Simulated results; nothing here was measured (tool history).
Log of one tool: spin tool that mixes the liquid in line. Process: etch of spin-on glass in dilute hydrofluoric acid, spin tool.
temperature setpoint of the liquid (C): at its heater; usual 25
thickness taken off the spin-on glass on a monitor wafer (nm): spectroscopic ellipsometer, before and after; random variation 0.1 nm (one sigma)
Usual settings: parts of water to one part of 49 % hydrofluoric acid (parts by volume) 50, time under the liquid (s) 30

run    hour  temperature setpoint of the liquid (C)  parts of water to one part of 49 % hydrofluoric acid (parts by volume)  time under the liquid (s)  read-back film thickness of the spin-on glass reference wafer, read on the same gauge (nm)  thickness taken off the spin-on glass on a monitor wafer (nm)
  1       0                                      25                                                                      50                         20                                                                                       99.98                                                          14.09
  2    29.1                                      25                                                                      50                         20                                                                                         100                                                          14.04
       32.9  -- gauge calibrated
  3    57.6                                      25                                                                      50                         20                                                                                         100                                                           14.1
  4   119.3                                      25                                                                      50                         45                                                                                       99.99                                                          31.69
  5   270.3                                      25                                                                      50                         45                                                                                         100                                                          31.53
  6   322.8                                      25                                                                      50                         45                                                                                      100.01                                                          31.58
  7     368                                      28                                                                      40                         30                                                                                         100                                                          29.73
  8     435                                      28                                                                      40                         30                                                                                       99.99                                                          30.09
  9   487.2                                      28                                                                      40                         30                                                                                       99.99                                                          29.82
 10   522.8                                      29                                                                      50                         30                                                                                      100.01                                                          24.61
 11     564                                      27                                                                      45                         30                                                                                      100.02                                                          25.07
 12   601.4                                      27                                                                      45                         30                                                                                         100                                                          25.39
      628.5  -- hydrofluoric acid flow meter replaced
 13   636.2                                      27                                                                      45                         30                                                                                         100                                                          26.59
 14   668.6                                      25                                                                      50                         30                                                                                      100.02                                                          21.88
 15   693.9                                      25                                                                      70                         30                                                                                      100.01                                                          15.26
 16   719.2                                      25                                                                      50                         30                                                                                         100                                                          21.93
      754.8  -- thermometer replaced
 17   788.1                                      22                                                                      50                         40                                                                                      100.01                                                          25.56
 18   814.9                                    29.5                                                                      70                         45                                                                                         100                                                          27.27
 19   847.4                                      25                                                                      70                         35                                                                                      100.01                                                           17.7
      901.5  -- gauge calibrated
 20   910.8                                      25                                                                      50                         30                                                                                       99.99                                                          21.89
 21     976                                    28.5                                                                      65                         15                                                                                      100.01                                                           9.32
 22  1001.4                                    20.5                                                                      35                         35                                                                                      100.02                                                          30.35
 23  1061.1                                    20.5                                                                      30                         20                                                                                       99.99                                                          20.46
 24  1131.8                                      29                                                                      50                         30                                                                                         100                                                          25.11
 25  1174.8                                      25                                                                      50                         20                                                                                         100                                                          14.38
 26  1243.7                                    27.5                                                                      65                         45                                                                                       99.98                                                           26.6
 27  1276.8                                      23                                                                      65                         30                                                                                         100                                                          14.91
 28    1352                                      25                                                                      50                         40                                                                                      100.02                                                          28.35
 29  1379.2                                    23.5                                                                      65                         30                                                                                       99.98                                                          14.96

Forecast each of these 4 alternatives for the next run:
  A  1379.6                                      25                                                                      50                         25                                                                                           ?                                                              ?
  B  1379.6                                      20                                                                      25                         45                                                                                           ?                                                              ?
  C  1379.6                                      25                                                                      35                         30                                                                                           ?                                                              ?
  D  1379.6                                    26.5                                                                      75                         30                                                                                           ?                                                              ?

run  read-back film thickness of the spin-on glass reference wafer, read on the same gauge (nm)  thickness taken off the spin-on glass on a monitor wafer (nm)
  A                                                                                      100.01                                                          17.85
  B                                                                                      100.01                                                          53.84
  C                                                                                      100.01                                                          31.26
  D                                                                                      100.01                                                          14.65
Without the tool's hidden state the same runs would have given:
run  thickness taken off the spin-on glass on a monitor wafer (nm)
  A                                                           18.4
  B                                                          55.44
  C                                                           32.2
  D                                                          15.11
